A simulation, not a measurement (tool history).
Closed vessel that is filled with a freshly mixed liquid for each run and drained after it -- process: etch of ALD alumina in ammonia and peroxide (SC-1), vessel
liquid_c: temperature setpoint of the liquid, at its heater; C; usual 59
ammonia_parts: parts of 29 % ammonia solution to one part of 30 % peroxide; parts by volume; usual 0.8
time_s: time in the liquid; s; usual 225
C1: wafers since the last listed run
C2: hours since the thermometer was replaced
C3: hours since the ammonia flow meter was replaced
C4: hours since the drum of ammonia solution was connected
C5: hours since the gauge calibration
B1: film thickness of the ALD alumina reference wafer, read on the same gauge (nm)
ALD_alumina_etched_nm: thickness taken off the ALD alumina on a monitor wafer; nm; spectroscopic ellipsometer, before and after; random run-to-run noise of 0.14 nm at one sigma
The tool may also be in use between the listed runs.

Run 1, hour 0: usual settings but time_s 315 s; C1 0; C2 1576.6; C3 1704.3; C4 886.3; C5 920.6; B1 124.41. Result: ALD_alumina_etched_nm 24.34 nm.
Run 2, hour 33.2: usual settings; C1 3688; C2 1609.8; C3 1737.5; C4 919.5; C5 953.8; B1 124.7. Result: ALD_alumina_etched_nm 17.18 nm.
Run 3, hour 52.7: usual settings but time_s 290 s; C1 2166; C2 1629.3; C3 1757; C4 939; C5 973.3; B1 124.87. Result: ALD_alumina_etched_nm 22.55 nm.
At hour 110.3: gauge calibrated.
Run 4, hour 120.4: usual settings but time_s 290 s; C1 7520; C2 1697; C3 1824.7; C4 1006.7; C5 10.1; B1 120.45. Result: ALD_alumina_etched_nm 21.3 nm.
Run 5, hour 132.8: usual settings but time_s 290 s; C1 1377; C2 1709.4; C3 1837.1; C4 1019.1; C5 22.5; B1 120.45. Result: ALD_alumina_etched_nm 21.62 nm.
At hour 135.4: new drum of ammonia solution connected.
Run 6, hour 163: usual settings; C1 3243; C2 1739.6; C3 1867.3; C4 27.6; C5 52.7; B1 120.48. Result: ALD_alumina_etched_nm 16.93 nm.
Run 7, hour 185.8: usual settings but liquid_c 56.5 C; C1 2532; C2 1762.4; C3 1890.1; C4 50.4; C5 75.5; B1 120.49. Result: ALD_alumina_etched_nm 14.93 nm.
At hour 208: ammonia flow meter replaced.
Run 8, hour 219.7: usual settings but ammonia_parts 0.95 parts by volume; C1 3654; C2 1796.3; C3 11.7; C4 84.3; C5 109.4; B1 120.52. Result: ALD_alumina_etched_nm 17.19 nm.
Run 9, hour 243.6: usual settings but liquid_c 50.5 C; C1 2654; C2 1820.2; C3 35.6; C4 108.2; C5 133.3; B1 120.54. Result: ALD_alumina_etched_nm 10.69 nm.
Run 10, hour 256.2: usual settings but liquid_c 53.5 C, ammonia_parts 0.45 parts by volume, time_s 265 s; C1 1399; C2 1832.8; C3 48.2; C4 120.8; C5 145.9; B1 120.56. Result: ALD_alumina_etched_nm 14.07 nm.
Run 11, hour 320.3: usual settings but liquid_c 52.5 C, ammonia_parts 0.4 parts by volume, time_s 300 s; C1 7120; C2 1896.9; C3 112.3; C4 184.9; C5 210; B1 120.69. Result: ALD_alumina_etched_nm 14.94 nm.
Run 12, hour 356: usual settings; C1 3965; C2 1932.6; C3 148; C4 220.6; C5 245.7; B1 120.75. Result: ALD_alumina_etched_nm 16.66 nm.
Run 13, hour 433.4: usual settings but liquid_c 49 C, ammonia_parts 1.2 parts by volume, time_s 290 s; C1 8598; C2 2010; C3 225.4; C4 298; C5 323.1; B1 120.92. Result: ALD_alumina_etched_nm 13.37 nm.
Run 14, hour 456.9: usual settings; C1 2610; C2 2033.5; C3 248.9; C4 321.5; C5 346.6; B1 121.03. Result: ALD_alumina_etched_nm 17.03 nm.
Run 15, hour 478.8: usual settings but liquid_c 62.5 C, ammonia_parts 0.45 parts by volume; C1 2432; C2 2055.4; C3 270.8; C4 343.4; C5 368.5; B1 121.08. Result: ALD_alumina_etched_nm 19.28 nm.
At hour 482.1: thermometer replaced.
Run 16, hour 511.2: usual settings; C1 3488; C2 29.1; C3 303.2; C4 375.8; C5 400.9; B1 121.2. Result: ALD_alumina_etched_nm 16.97 nm.
Run 17, hour 531.7: usual settings; C1 2277; C2 49.6; C3 323.7; C4 396.3; C5 421.4; B1 121.27. Result: ALD_alumina_etched_nm 16.81 nm.
Run 18, hour 544.4: usual settings but liquid_c 49.5 C, ammonia_parts 1 parts by volume, time_s 305 s; C1 1410; C2 62.3; C3 336.4; C4 409; C5 434.1; B1 121.34. Result: ALD_alumina_etched_nm 14.01 nm.
Run 19, hour 571.4: usual settings; C1 2999; C2 89.3; C3 363.4; C4 436; C5 461.1; B1 121.42. Result: ALD_alumina_etched_nm 16.91 nm.
Run 20, hour 587.9: usual settings but ammonia_parts 0.5 parts by volume, time_s 105 s; C1 1832; C2 105.8; C3 379.9; C4 452.5; C5 477.6; B1 121.51. Result: ALD_alumina_etched_nm 7.57 nm.
Run 21, hour 619.6: usual settings but liquid_c 50 C, ammonia_parts 1 parts by volume, time_s 145 s; C1 3521; C2 137.5; C3 411.6; C4 484.2; C5 509.3; B1 121.64. Result: ALD_alumina_etched_nm 6.99 nm.
Run 22, hour 631.7: usual settings; C1 1344; C2 149.6; C3 423.7; C4 496.3; C5 521.4; B1 121.68. Result: ALD_alumina_etched_nm 16.74 nm.
Run 23, hour 667.6: usual settings but liquid_c 54 C, ammonia_parts 0.6 parts by volume, time_s 155 s; C1 3988; C2 185.5; C3 459.6; C4 532.2; C5 557.3; B1 121.9. Result: ALD_alumina_etched_nm 8.66 nm.
Run 24, hour 698.8: usual settings but liquid_c 56.5 C, time_s 125 s; C1 3465; C2 216.7; C3 490.8; C4 563.4; C5 588.5; B1 122.02. Result: ALD_alumina_etched_nm 8.4 nm.
Run 25, hour 714.7: usual settings but liquid_c 51.5 C, ammonia_parts 0.9 parts by volume, time_s 105 s; C1 1766; C2 232.6; C3 506.7; C4 579.3; C5 604.4; B1 122.12. Result: ALD_alumina_etched_nm 5.41 nm.
Run 26, hour 743.9: usual settings; C1 3243; C2 261.8; C3 535.9; C4 608.5; C5 633.6; B1 122.32. Result: ALD_alumina_etched_nm 17.09 nm.
Run 27, hour 758.4: usual settings but liquid_c 53.5 C, ammonia_parts 0.7 parts by volume, time_s 345 s; C1 1610; C2 276.3; C3 550.4; C4 623; C5 648.1; B1 122.38. Result: ALD_alumina_etched_nm 19.2 nm.
Run 28, hour 773.3: usual settings; C1 1655; C2 291.2; C3 565.3; C4 637.9; C5 663; B1 122.47. Result: ALD_alumina_etched_nm 17.09 nm.
Run 29, hour 793.2: usual settings but ammonia_parts 0.65 parts by volume, time_s 145 s; C1 2210; C2 311.1; C3 585.2; C4 657.8; C5 682.9; B1 122.6. Result: ALD_alumina_etched_nm 10.94 nm.

What if the next run were any one of these 4? Each begins from the tool's condition after run 29:
Run A, hour 793.9: usual settings; C1 77; C2 311.8; C3 585.9; C4 658.5; C5 683.6; B1 ?. Result: ALD_alumina_etched_nm ?.
Run B, hour 793.9: usual settings but liquid_c 52 C, ammonia_parts 0.6 parts by volume, time_s 175 s; C1 77; C2 311.8; C3 585.9; C4 658.5; C5 683.6; B1 ?. Result: ALD_alumina_etched_nm ?.
Run C, hour 793.9: usual settings but liquid_c 63 C; C1 77; C2 311.8; C3 585.9; C4 658.5; C5 683.6; B1 ?. Result: ALD_alumina_etched_nm ?.
Run D, hour 793.9: usual settings but liquid_c 68 C, ammonia_parts 0.65 parts by volume, time_s 175 s; C1 77; C2 311.8; C3 585.9; C4 658.5; C5 683.6; B1 ?. Result: ALD_alumina_etched_nm ?.

run      B1  ALD_alumina_etched_nm
  A  122.57                  17.18
  B  122.57                   8.98
  C  122.57                  21.06
  D  122.57                  20.57
Without the tool's hidden state the same runs would have given:
run  ALD_alumina_etched_nm
  A                  16.82
  B                   8.79
  C                  20.62
  D                  20.14
